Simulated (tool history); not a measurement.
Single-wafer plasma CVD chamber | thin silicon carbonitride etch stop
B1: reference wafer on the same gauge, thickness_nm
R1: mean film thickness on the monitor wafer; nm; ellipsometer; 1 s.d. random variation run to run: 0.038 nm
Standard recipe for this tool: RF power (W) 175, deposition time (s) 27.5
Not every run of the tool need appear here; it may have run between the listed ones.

Run 1, hour 0: usual settings; B1 16.405. Result: R1 14.364 nm.
Run 2, hour 68.4: usual settings but deposition time (s) 31.8; B1 16.397. Result: R1 16.544 nm.
Run 3, hour 195.6: usual settings but deposition time (s) 31.8; B1 16.397. Result: R1 16.591 nm.
Run 4, hour 291.9: usual settings but deposition time (s) 31.8; B1 16.408. Result: R1 16.593 nm.
Run 5, hour 372.4: usual settings; B1 16.385. Result: R1 14.257 nm.
Run 6, hour 465.7: usual settings; B1 16.393. Result: R1 14.232 nm.
Run 7, hour 503.6: usual settings; B1 16.422. Result: R1 14.308 nm.
Run 8, hour 608.5: usual settings but RF power (W) 185; B1 16.42. Result: R1 14.317 nm.
At hour 780.4: thermocouple changed; heater temperature recalibrated.
Run 9, hour 870.3: usual settings but deposition time (s) 29.5; B1 16.421. Result: R1 15.235 nm.
Run 10, hour 969.1: usual settings but deposition time (s) 23.4; B1 16.404. Result: R1 12.093 nm.
Run 11, hour 1071.8: usual settings; B1 16.396. Result: R1 14.165 nm.
At hour 1091.6: RF generator calibrated.
Run 12, hour 1225.1: usual settings; B1 16.42. Result: R1 14.378 nm.
Run 13, hour 1302.6: usual settings; B1 16.411. Result: R1 14.391 nm.
Run 14, hour 1350.9: usual settings but deposition time (s) 30; B1 16.404. Result: R1 15.695 nm.
Run 15, hour 1414.1: usual settings but RF power (W) 195; B1 16.4. Result: R1 14.631 nm.
Run 16, hour 1517.5: usual settings; B1 16.413. Result: R1 14.334 nm.
Run 17, hour 1566.3: usual settings but RF power (W) 205, deposition time (s) 23.2; B1 16.378. Result: R1 12.424 nm.
Run 18, hour 1653.8: usual settings; B1 16.407. Result: R1 14.366 nm.
Run 19, hour 1706.8: usual settings but RF power (W) 155, deposition time (s) 23.4; B1 16.395. Result: R1 11.949 nm.
Run 20, hour 1779.2: usual settings; B1 16.399. Result: R1 14.256 nm.
Run 21, hour 1815.3: usual settings; B1 16.402. Result: R1 14.343 nm.
Run 22, hour 1889.6: usual settings but deposition time (s) 23.4; B1 16.392. Result: R1 12.161 nm.
Run 23, hour 1981.3: usual settings but RF power (W) 165, deposition time (s) 24; B1 16.401. Result: R1 12.386 nm.
At hour 2088: showerhead replaced.
At hour 2200.8: RF generator calibrated.
Run 24, hour 2290.3: usual settings but RF power (W) 140, deposition time (s) 25.4; B1 16.395. Result: R1 12.858 nm.
At hour 2336.1: gauge calibrated.
At hour 2344.5: thermocouple changed; heater temperature recalibrated.
Run 25, hour 2381.6: usual settings but RF power (W) 195, deposition time (s) 29.8; B1 16.398. Result: R1 15.876 nm.
Run 26, hour 2439: usual settings but RF power (W) 145, deposition time (s) 25.1; B1 16.404. Result: R1 12.774 nm.
Run 27, hour 2598.3: usual settings but RF power (W) 160, deposition time (s) 32.2; B1 16.401. Result: R1 16.603 nm.
Run 28, hour 2695.6: usual settings but RF power (W) 140, deposition time (s) 31.5; B1 16.39. Result: R1 15.947 nm.
Run 29, hour 2778.9: usual settings but RF power (W) 150, deposition time (s) 32.7; B1 16.404. Result: R1 16.651 nm.
Run 30, hour 2839.6: usual settings but RF power (W) 200, deposition time (s) 22.8; B1 16.388. Result: R1 12.102 nm.
Run 31, hour 2942.1: usual settings but RF power (W) 190, deposition time (s) 22.8; B1 16.419. Result: R1 12.025 nm.
Run 32, hour 3033.9: usual settings but RF power (W) 210, deposition time (s) 24.6; B1 16.379. Result: R1 13.231 nm.
Run 33, hour 3101.8: usual settings but RF power (W) 200, deposition time (s) 24.8; B1 16.413. Result: R1 13.12 nm.
Run 34, hour 3191.4: usual settings but RF power (W) 160, deposition time (s) 24.5; B1 16.4. Result: R1 12.517 nm.
Run 35, hour 3234.3: usual settings; B1 16.409. Result: R1 14.271 nm.

The logged runs with the hidden state left out (each run's random variation unchanged):
Hidden state at play: wafer temperature above the value expected at the setpoint (K); delivered RF power above the setpoint (%); gauge reads high (%).
run      R1
  1  14.431
  2  16.632
  3  16.703
  4  16.723
  5  14.381
  6   14.37
  7  14.453
  8  14.478
  9  15.451
 10  12.277
 11  14.397
 12  14.403
 13  14.428
 14  15.742
 15  14.685
 16  14.403
 17  12.491
 18  14.456
 19  12.031
 20  14.365
 21  14.459
 22  12.268
 23  12.508
 24  12.874
 25   15.91
 26  12.809
 27  16.677
 28  16.035
 29  16.758
 30  12.187
 31  12.123
 32  13.352
 33   13.25
 34  12.654
 35  14.433
